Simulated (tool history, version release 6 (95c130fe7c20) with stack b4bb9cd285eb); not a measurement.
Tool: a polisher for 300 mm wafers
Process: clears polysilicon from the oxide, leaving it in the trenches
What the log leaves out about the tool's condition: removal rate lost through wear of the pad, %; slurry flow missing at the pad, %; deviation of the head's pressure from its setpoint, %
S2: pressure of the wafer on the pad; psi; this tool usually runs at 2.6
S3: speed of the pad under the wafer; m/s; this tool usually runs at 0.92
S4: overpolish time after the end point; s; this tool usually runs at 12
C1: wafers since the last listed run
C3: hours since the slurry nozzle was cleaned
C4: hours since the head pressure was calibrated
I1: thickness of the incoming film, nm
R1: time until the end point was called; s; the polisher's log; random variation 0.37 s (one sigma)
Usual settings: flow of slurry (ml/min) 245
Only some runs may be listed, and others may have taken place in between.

run 1 hour=0 | flow_of_slurry_(ml/min)=245 S2=2.6 S3=0.92 S4=12 | C1=0 wafers_polished_on_this_pad=2720 C3=508.2 C4=305.1 | I1=557.2 | R1=46.6
run 2 hour=36.2 | flow_of_slurry_(ml/min)=245 S2=2.6 S3=0.92 S4=12 | C1=526 wafers_polished_on_this_pad=3247 C3=544.4 C4=341.3 | I1=552.6 | R1=45.9
run 3 hour=123.7 | flow_of_slurry_(ml/min)=245 S2=2.6 S3=0.92 S4=12 | C1=1272 wafers_polished_on_this_pad=4519 C3=631.9 C4=428.8 | I1=559.8 | R1=46.8
run 4 hour=216.3 | flow_of_slurry_(ml/min)=245 S2=2.6 S3=0.92 S4=8 | C1=1346 wafers_polished_on_this_pad=5866 C3=724.5 C4=521.4 | I1=555.5 | R1=46.8
-- hour=373 worn pad replaced by a new one
-- hour=478.9 slurry nozzle cleaned
run 5 hour=540 | flow_of_slurry_(ml/min)=245 S2=2.6 S3=0.92 S4=8 | C1=4634 wafers_polished_on_this_pad=2414 C3=61.1 C4=845.1 | I1=549.5 | R1=46.4
run 6 hour=617.5 | flow_of_slurry_(ml/min)=245 S2=2.6 S3=0.92 S4=8 | C1=1127 wafers_polished_on_this_pad=3541 C3=138.6 C4=922.6 | I1=553.4 | R1=46.1
run 7 hour=692.5 | flow_of_slurry_(ml/min)=285 S2=2.6 S3=0.92 S4=12 | C1=1090 wafers_polished_on_this_pad=4632 C3=213.6 C4=997.6 | I1=554.8 | R1=46.1
-- hour=887 worn pad replaced by a new one
run 8 hour=936.9 | flow_of_slurry_(ml/min)=245 S2=2.6 S3=0.92 S4=12 | C1=3496 wafers_polished_on_this_pad=725 C3=458 C4=1242 | I1=553.9 | R1=47.6
run 9 hour=988.9 | flow_of_slurry_(ml/min)=245 S2=2.6 S3=0.92 S4=12 | C1=756 wafers_polished_on_this_pad=1481 C3=510 C4=1294 | I1=551.6 | R1=47.3
-- hour=1047.6 head pressure recalibrated
run 10 hour=1052.5 | flow_of_slurry_(ml/min)=245 S2=2.6 S3=0.92 S4=12 | C1=895 wafers_polished_on_this_pad=2377 C3=573.6 C4=4.9 | I1=551.3 | R1=46.2
run 11 hour=1159.5 | flow_of_slurry_(ml/min)=245 S2=2.6 S3=0.92 S4=12 | C1=1556 wafers_polished_on_this_pad=3933 C3=680.6 C4=111.9 | I1=555.6 | R1=46.4
run 12 hour=1208.9 | flow_of_slurry_(ml/min)=245 S2=2.6 S3=0.92 S4=12 | C1=718 wafers_polished_on_this_pad=4652 C3=730 C4=161.3 | I1=546.5 | R1=45.4
run 13 hour=1252.4 | flow_of_slurry_(ml/min)=245 S2=2.6 S3=0.92 S4=12 | C1=632 wafers_polished_on_this_pad=5285 C3=773.5 C4=204.8 | I1=552.5 | R1=45.4
-- hour=1255.5 slurry nozzle cleaned
run 14 hour=1292.9 | flow_of_slurry_(ml/min)=245 S2=2.6 S3=0.92 S4=12 | C1=574 wafers_polished_on_this_pad=5859 C3=37.4 C4=245.3 | I1=554.4 | R1=45.5
run 15 hour=1335.1 | flow_of_slurry_(ml/min)=245 S2=2.6 S3=0.92 S4=17 | C1=613 wafers_polished_on_this_pad=6473 C3=79.6 C4=287.5 | I1=555.6 | R1=46
-- hour=1370.2 worn pad replaced by a new one
run 16 hour=1396.8 | flow_of_slurry_(ml/min)=245 S2=2.6 S3=0.92 S4=17 | C1=839 wafers_polished_on_this_pad=387 C3=141.3 C4=349.2 | I1=545.8 | R1=45.1
run 17 hour=1439.1 | flow_of_slurry_(ml/min)=245 S2=2.6 S3=0.92 S4=12 | C1=615 wafers_polished_on_this_pad=1002 C3=183.6 C4=391.5 | I1=555.1 | R1=46.3
run 18 hour=1477.6 | flow_of_slurry_(ml/min)=245 S2=2.9 S3=0.92 S4=19 | C1=559 wafers_polished_on_this_pad=1562 C3=222.1 C4=430 | I1=562.6 | R1=42.2
run 19 hour=1528.2 | flow_of_slurry_(ml/min)=305 S2=2.6 S3=0.92 S4=7 | C1=735 wafers_polished_on_this_pad=2298 C3=272.7 C4=480.6 | I1=554.9 | R1=45.5
run 20 hour=1584.2 | flow_of_slurry_(ml/min)=220 S2=2.2 S3=0.92 S4=12 | C1=814 wafers_polished_on_this_pad=3112 C3=328.7 C4=536.6 | I1=546.4 | R1=54.9
run 21 hour=1690.7 | flow_of_slurry_(ml/min)=245 S2=2.6 S3=0.92 S4=9 | C1=1548 wafers_polished_on_this_pad=4661 C3=435.2 C4=643.1 | I1=555.4 | R1=46.7
run 22 hour=1738.9 | flow_of_slurry_(ml/min)=245 S2=2.6 S3=0.92 S4=8 | C1=700 wafers_polished_on_this_pad=5362 C3=483.4 C4=691.3 | I1=554 | R1=46.9
run 23 hour=1832.8 | flow_of_slurry_(ml/min)=245 S2=2.2 S3=0.66 S4=12 | C1=1365 wafers_polished_on_this_pad=6727 C3=577.3 C4=785.2 | I1=549.4 | R1=75.8

The next listed run, before its measurement:
-- hour=1853.3 worn pad replaced by a new one
run 24 hour=1888.8 | flow_of_slurry_(ml/min)=245 S2=3.1 S3=0.92 S4=12 | C1=756 wafers_polished_on_this_pad=516 C3=633.3 C4=841.2 | I1=543 | R1=?

Run 24 produced R1 38.7 s.
The same run, on a tool lacking any hidden state, would have yielded R1 38.2 s.
